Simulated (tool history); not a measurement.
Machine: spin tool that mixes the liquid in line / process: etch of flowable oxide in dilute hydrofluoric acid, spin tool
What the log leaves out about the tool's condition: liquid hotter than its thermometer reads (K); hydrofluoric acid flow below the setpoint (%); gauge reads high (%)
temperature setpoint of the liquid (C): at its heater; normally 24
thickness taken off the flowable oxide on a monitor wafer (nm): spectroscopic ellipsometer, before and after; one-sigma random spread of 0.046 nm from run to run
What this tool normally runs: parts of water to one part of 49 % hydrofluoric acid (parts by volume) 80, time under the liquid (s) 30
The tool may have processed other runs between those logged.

run     day  temperature setpoint of the liquid (C)  parts of water to one part of 49 % hydrofluoric acid (parts by volume)  time under the liquid (s)  wafers since the last listed run  hours since the thermometer was replaced  hours since the hydrofluoric acid flow meter was replaced  hours since the gauge calibration  read-back film thickness of the flowable oxide reference wafer, read on the same gauge (nm)  thickness taken off the flowable oxide on a monitor wafer (nm)
  1       0                                      24                                                                      80                         30                                 0                                    2089.9                                                     1278.9                              446.8                                                                                       100.02                                                           14.18
  2   0.675                                      21                                                                      80                         30                               223                                    2106.1                                                     1295.1                                463                                                                                        99.96                                                           12.54
  3   1.946                                      24                                                                      80                         35                               420                                    2136.6                                                     1325.6                              493.5                                                                                          100                                                           16.61
  4   2.533                                      24                                                                      80                         35                               194                                    2150.7                                                     1339.7                              507.6                                                                                        99.97                                                           16.54
  5     3.6                                      24                                                                      80                         35                               353                                    2176.3                                                     1365.3                              533.2                                                                                       100.01                                                           16.58
  6   4.958                                      24                                                                     110                         30                               449                                    2208.9                                                     1397.9                              565.8                                                                                          100                                                            9.92
  7   5.529                                      24                                                                     110                         30                               188                                    2222.6                                                     1411.6                              579.5                                                                                          100                                                            9.97
  8   6.833                                      24                                                                      80                         30                               431                                    2253.9                                                     1442.9                              610.8                                                                                        99.99                                                            14.2
  9   7.679                                      24                                                                      80                         30                               279                                    2274.2                                                     1463.2                              631.1                                                                                        99.99                                                           14.17
 10   8.717                                      24                                                                      80                         30                               343                                    2299.1                                                     1488.1                                656                                                                                       100.02                                                           14.25
 11    9.25                                      24                                                                      80                         30                               176                                    2311.9                                                     1500.9                              668.8                                                                                       100.01                                                           14.17
 12  10.225                                      24                                                                      80                         30                               322                                    2335.3                                                     1524.3                              692.2                                                                                       100.01                                                           14.16
 13  11.221                                      24                                                                      80                         30                               329                                    2359.2                                                     1548.2                              716.1                                                                                        99.98                                                           14.25
     11.358  -- gauge calibrated
 14  11.992                                      24                                                                      55                         30                               255                                    2377.7                                                     1566.7                               15.2                                                                                       100.01                                                           21.37
 15  12.588                                      24                                                                      80                         30                               197                                      2392                                                       1581                               29.5                                                                                          100                                                           14.16
 16    13.7                                      22                                                                      50                         45                               368                                    2418.7                                                     1607.7                               56.2                                                                                       100.01                                                           32.73
 17  14.833                                      24                                                                      80                         30                               375                                    2445.9                                                     1634.9                               83.4                                                                                          100                                                           14.16
 18  15.438                                      24                                                                      80                         30                               199                                    2460.4                                                     1649.4                               97.9                                                                                        99.98                                                           14.19
 19  16.204                                    20.5                                                                      50                         30                               253                                    2478.8                                                     1667.8                              116.3                                                                                          100                                                           20.36
     16.525  -- hydrofluoric acid flow meter replaced
 20  17.258                                      20                                                                     100                         15                               335                                    2504.1                                                       17.6                              141.6                                                                                       100.03                                                            4.71
 21  18.367                                      24                                                                     115                         15                               366                                    2530.7                                                       44.2                              168.2                                                                                       100.01                                                            4.71
 22  19.783                                      21                                                                     115                         20                               468                                    2564.7                                                       78.2                              202.2                                                                                        99.97                                                            5.61
 23  20.317                                      24                                                                      60                         25                               176                                    2577.5                                                         91                                215                                                                                          100                                                            16.2
     21.679  -- thermometer replaced
 24    21.7                                      24                                                                      80                         30                               444                                       0.5                                                      124.2                              248.2                                                                                       100.03                                                           14.08
 25   22.65                                    21.5                                                                      80                         20                               314                                      23.3                                                        147                                271                                                                                          100                                                            8.55
 26  24.012                                      24                                                                      80                         30                               451                                        56                                                      179.7                              303.7                                                                                       100.01                                                           14.23
 27  27.912                                      29                                                                      60                         20                              1290                                     149.6                                                      273.3                              397.3                                                                                        99.98                                                            15.8

Predict each of these 3 candidate next runs independently; none follows another, all start after run 27:
  A  27.929                                      24                                                                      80                         30                                 5                                       150                                                      273.7                              397.7                                                                                            ?                                                               ?
  B  27.929                                      24                                                                      40                         40                                 5                                       150                                                      273.7                              397.7                                                                                            ?                                                               ?
  C  27.929                                      24                                                                      80                         20                                 5                                       150                                                      273.7                              397.7                                                                                            ?                                                               ?

run  read-back film thickness of the flowable oxide reference wafer, read on the same gauge (nm)  thickness taken off the flowable oxide on a monitor wafer (nm)
  A                                                                                        99.98                                                           14.21
  B                                                                                        99.98                                                           39.92
  C                                                                                        99.98                                                            9.47
The same runs, with their run-to-run variation unchanged, on a tool lacking any hidden condition would have given:
run  thickness taken off the flowable oxide on a monitor wafer (nm)
  A                                                           14.21
  B                                                           39.92
  C                                                            9.47
